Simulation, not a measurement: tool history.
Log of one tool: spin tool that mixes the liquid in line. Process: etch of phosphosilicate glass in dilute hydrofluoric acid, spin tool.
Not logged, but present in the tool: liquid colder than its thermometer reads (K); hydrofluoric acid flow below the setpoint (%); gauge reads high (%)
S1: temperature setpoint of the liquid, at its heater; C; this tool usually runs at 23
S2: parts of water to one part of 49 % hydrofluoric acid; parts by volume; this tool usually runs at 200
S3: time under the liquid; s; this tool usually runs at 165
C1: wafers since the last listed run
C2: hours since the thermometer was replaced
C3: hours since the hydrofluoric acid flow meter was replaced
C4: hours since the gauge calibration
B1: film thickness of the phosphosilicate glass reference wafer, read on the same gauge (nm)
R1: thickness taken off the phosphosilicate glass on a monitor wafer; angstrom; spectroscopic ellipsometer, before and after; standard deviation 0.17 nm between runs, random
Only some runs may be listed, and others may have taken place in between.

{"run": 1, "day": 0.0, "S1": 23, "S2": 200, "S3": 165, "C1": 0, "C2": 2455.5, "C3": 1482.6, "C4": 165.7, "B1": 110.02, "R1": 394.4}
{"run": 2, "day": 0.408, "S1": 23, "S2": 200, "S3": 165, "C1": 93, "C2": 2465.3, "C3": 1492.4, "C4": 175.5, "B1": 110.03, "R1": 394.6}
{"day": 0.462, "done": "gauge calibrated"}
{"run": 3, "day": 0.667, "S1": 23, "S2": 200, "S3": 165, "C1": 59, "C2": 2471.5, "C3": 1498.6, "C4": 4.9, "B1": 110, "R1": 395.3}
{"run": 4, "day": 1.229, "S1": 23, "S2": 200, "S3": 165, "C1": 128, "C2": 2485, "C3": 1512.1, "C4": 18.4, "B1": 110, "R1": 392.8}
{"run": 5, "day": 3.233, "S1": 23, "S2": 200, "S3": 165, "C1": 458, "C2": 2533.1, "C3": 1560.2, "C4": 66.5, "B1": 109.98, "R1": 388.9}
{"run": 6, "day": 3.958, "S1": 23, "S2": 200, "S3": 165, "C1": 165, "C2": 2550.5, "C3": 1577.6, "C4": 83.9, "B1": 109.99, "R1": 390.7}
{"run": 7, "day": 4.688, "S1": 19.5, "S2": 135, "S3": 165, "C1": 166, "C2": 2568, "C3": 1595.1, "C4": 101.4, "B1": 109.96, "R1": 544.9}
{"day": 4.796, "done": "hydrofluoric acid flow meter replaced"}
{"day": 5.058, "done": "thermometer replaced"}
{"run": 8, "day": 5.371, "S1": 23, "S2": 200, "S3": 165, "C1": 137, "C2": 7.5, "C3": 13.8, "C4": 117.8, "B1": 110, "R1": 447.3}
{"run": 9, "day": 5.625, "S1": 27.5, "S2": 240, "S3": 250, "C1": 58, "C2": 13.6, "C3": 19.9, "C4": 123.9, "B1": 110.03, "R1": 635.6}
{"run": 10, "day": 6.083, "S1": 27, "S2": 155, "S3": 165, "C1": 104, "C2": 24.6, "C3": 30.9, "C4": 134.9, "B1": 109.99, "R1": 702.7}
{"day": 6.379, "done": "gauge calibrated"}
{"run": 11, "day": 6.683, "S1": 27.5, "S2": 300, "S3": 225, "C1": 137, "C2": 39, "C3": 45.3, "C4": 7.3, "B1": 110.01, "R1": 428.1}
{"run": 12, "day": 7.225, "S1": 23, "S2": 270, "S3": 165, "C1": 123, "C2": 52, "C3": 58.3, "C4": 20.3, "B1": 110.03, "R1": 305.4}
{"run": 13, "day": 7.475, "S1": 23, "S2": 270, "S3": 255, "C1": 57, "C2": 58, "C3": 64.3, "C4": 26.3, "B1": 110, "R1": 474.4}
{"run": 14, "day": 8.858, "S1": 23, "S2": 110, "S3": 165, "C1": 316, "C2": 91.2, "C3": 97.5, "C4": 59.5, "B1": 110.03, "R1": 888.5}
{"run": 15, "day": 9.154, "S1": 28, "S2": 110, "S3": 250, "C1": 67, "C2": 98.3, "C3": 104.6, "C4": 66.6, "B1": 110, "R1": 1641}

Below are 4 alternative next runs, each starting from the tool's condition after run 15. Predict each:
{"run": "A", "day": 9.175, "S1": 23, "S2": 105, "S3": 165, "C1": 4, "C2": 98.8, "C3": 105.1, "C4": 67.1, "B1": "?", "R1": "?"}
{"run": "B", "day": 9.175, "S1": 20, "S2": 265, "S3": 255, "C1": 4, "C2": 98.8, "C3": 105.1, "C4": 67.1, "B1": "?", "R1": "?"}
{"run": "C", "day": 9.175, "S1": 19.5, "S2": 200, "S3": 110, "C1": 4, "C2": 98.8, "C3": 105.1, "C4": 67.1, "B1": "?", "R1": "?"}
{"run": "D", "day": 9.175, "S1": 25, "S2": 140, "S3": 225, "C1": 4, "C2": 98.8, "C3": 105.1, "C4": 67.1, "B1": "?", "R1": "?"}

run=A B1=109.98 R1=938.3
run=B B1=109.98 R1=432.8
run=C B1=109.98 R1=258.2
run=D B1=109.98 R1=994.6
Without the tool's hidden state the same runs would have given:
run=A R1=954.3
run=B R1=440.9
run=C R1=262.9
run=D R1=1012.2
